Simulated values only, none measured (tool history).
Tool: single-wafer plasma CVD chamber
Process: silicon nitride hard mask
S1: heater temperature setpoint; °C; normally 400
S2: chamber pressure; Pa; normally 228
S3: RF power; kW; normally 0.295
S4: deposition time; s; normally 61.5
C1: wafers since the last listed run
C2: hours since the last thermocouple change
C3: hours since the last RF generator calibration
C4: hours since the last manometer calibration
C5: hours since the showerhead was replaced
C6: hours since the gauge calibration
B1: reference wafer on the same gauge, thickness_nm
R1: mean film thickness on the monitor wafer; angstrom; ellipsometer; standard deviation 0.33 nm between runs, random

run     day   S1   S2     S3    S4    C1      C2      C3      C4      C5      C6      B1      R1
  1   0.000  400  228  0.295  61.5     0  2010.7  1180.2   423.7  4941.2   306.6  85.330  710.48
  2   3.783  400  228  0.295  61.5  1726  2101.5  1271.0   514.5  5032.0   397.4  85.198  709.12
  3   6.350  400  228  0.295  61.5  1171  2163.1  1332.6   576.1  5093.6   459.0  85.392  708.86
  4   8.988  400  228  0.295  61.5  1203  2226.4  1395.9   639.4  5156.9   522.3  85.447  703.34
  5  15.829  400  228  0.295  61.5  3122  2390.6  1560.1   803.6  5321.1   686.5  85.608  707.31
  6  18.650  400  228  0.295  61.5  1287  2458.3  1627.8   871.3  5388.8   754.2  85.488  714.15
     19.650  -- thermocouple changed; heater temperature recalibrated
  7  21.188  400  196  0.295  61.5  1005    36.9  1688.7   932.2  5449.7   815.1  85.371  676.06
     23.325  -- showerhead replaced
  8  23.883  400  196  0.295  61.5  1078   101.6  1753.4   996.9    13.4   879.8  85.261  679.13
  9  25.829  400  196  0.295  61.5   888   148.3  1800.1  1043.6    60.1   926.5  85.363  674.64
 10  27.788  400  228  0.295  69.6   893   195.3  1847.1  1090.6   107.1   973.5  85.522  804.61
 11  30.225  400  228  0.295  69.6  1112   253.8  1905.6  1149.1   165.6  1032.0  85.393  803.17
 12  33.121  400  228  0.295  69.6  1321   323.3  1975.1  1218.6   235.1  1101.5  85.553  803.27
 13  34.212  400  268  0.295  61.5   498   349.5  2001.3  1244.8   261.3  1127.7  85.312  748.95
 14  36.304  400  268  0.295  61.5   954   399.7  2051.5  1295.0   311.5  1177.9  85.407  748.67
 15  37.688  400  204  0.295  61.5   631   432.9  2084.7  1328.2   344.7  1211.1  85.439  689.20
 16  38.758  394  228  0.295  56.4   488   458.6  2110.4  1353.9   370.4  1236.8  85.250  648.93
     41.900  -- capacitance manometer re-zeroed and calibrated
 17  41.921  400  264  0.265  61.5  1291   534.5  2186.3     0.5   446.3  1312.7  85.427  689.34
     42.583  -- gauge calibrated
 18  42.846  394  228  0.320  61.5   422   556.7  2208.5    22.7   468.5     6.3  85.462  721.55
 19  44.462  400  228  0.295  67.8   737   595.5  2247.3    61.5   507.3    45.1  85.400  764.47
 20  46.200  400  175  0.295  61.5   792   637.2  2289.0   103.2   549.0    86.8  85.235  630.74
 21  47.362  400  228  0.295  61.5   530   665.1  2316.9   131.1   576.9   114.7  85.236  696.88
     49.271  -- RF generator calibrated
 22  49.296  400  264  0.295  61.5   730   711.5     0.6   177.5   623.3   161.1  85.393  752.03
 23  50.975  413  256  0.295  61.5   766   751.8    40.9   217.8   663.6   201.4  85.537  752.97
 24  56.875  400  228  0.295  61.5  2692   893.4   182.5   359.4   805.2   343.0  85.204  719.65
 25  59.488  392  275  0.295  54.4  1192   956.1   245.2   422.1   867.9   405.7  85.354  684.79
 26  60.662  414  228  0.320  73.0   536   984.3   273.4   450.3   896.1   433.9  85.343  876.65
 27  62.583  400  228  0.295  61.5   876  1030.4   319.5   496.4   942.2   480.0  85.391  720.20
 28  64.625  400  228  0.295  72.4   931  1079.4   368.5   545.4   991.2   529.0  85.549  846.86

Alternative continuations, all from the tool just after run 28; predict every row:
  A  64.642  400  228  0.295  53.3   7  1079.8  368.9  545.8  991.6  529.4   ?   ?
  B  64.642  409  175  0.335  65.6   7  1079.8  368.9  545.8  991.6  529.4   ?   ?
  C  64.642  400  228  0.280  61.5   7  1079.8  368.9  545.8  991.6  529.4   ?   ?
  D  64.642  400  283  0.295  66.1   7  1079.8  368.9  545.8  991.6  529.4   ?   ?

run      B1      R1
  A  85.388  625.77
  B  85.388  739.67
  C  85.388  705.85
  D  85.388  827.57
What these runs would have given with no unlogged condition in the tool:
run      R1
  A  626.70
  B  739.12
  C  706.91
  D  829.74

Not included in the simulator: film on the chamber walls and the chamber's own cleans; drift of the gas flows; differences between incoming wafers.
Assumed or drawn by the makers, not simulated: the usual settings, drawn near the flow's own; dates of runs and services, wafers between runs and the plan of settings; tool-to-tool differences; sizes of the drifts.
